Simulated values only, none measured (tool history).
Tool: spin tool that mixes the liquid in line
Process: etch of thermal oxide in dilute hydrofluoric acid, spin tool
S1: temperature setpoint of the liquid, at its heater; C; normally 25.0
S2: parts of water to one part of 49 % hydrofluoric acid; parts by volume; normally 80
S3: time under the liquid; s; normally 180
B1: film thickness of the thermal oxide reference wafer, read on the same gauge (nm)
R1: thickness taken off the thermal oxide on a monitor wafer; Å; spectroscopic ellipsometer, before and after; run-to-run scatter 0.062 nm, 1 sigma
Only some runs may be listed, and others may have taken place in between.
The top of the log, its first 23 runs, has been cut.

run	day	S1	S2	S3	B1	R1
24	21.567	22.5	105	235	40.03	101.0
# day 22.346: hydrofluoric acid flow meter replaced
# day 22.458: gauge calibrated
25	22.646	25.0	80	180	39.97	116.0
26	23.833	26.5	90	180	40.01	107.6
27	25.075	25.0	80	140	40.01	90.2
28	25.846	25.0	80	180	39.99	115.7
29	26.750	28.5	55	145	40.00	161.0
30	27.821	23.5	40	140	40.03	179.3
31	29.079	25.0	80	180	40.02	115.2
32	30.333	27.0	95	220	40.01	127.5
33	31.254	25.0	40	180	39.99	242.8
34	31.912	25.0	80	180	40.02	115.9

Expected results for the next run?
35	32.667	25.0	55	180	?	?

Run 35 gave B1 40.00, R1 173.5 Å.
Without the tool's hidden state the same run would have given R1 173.5 Å.
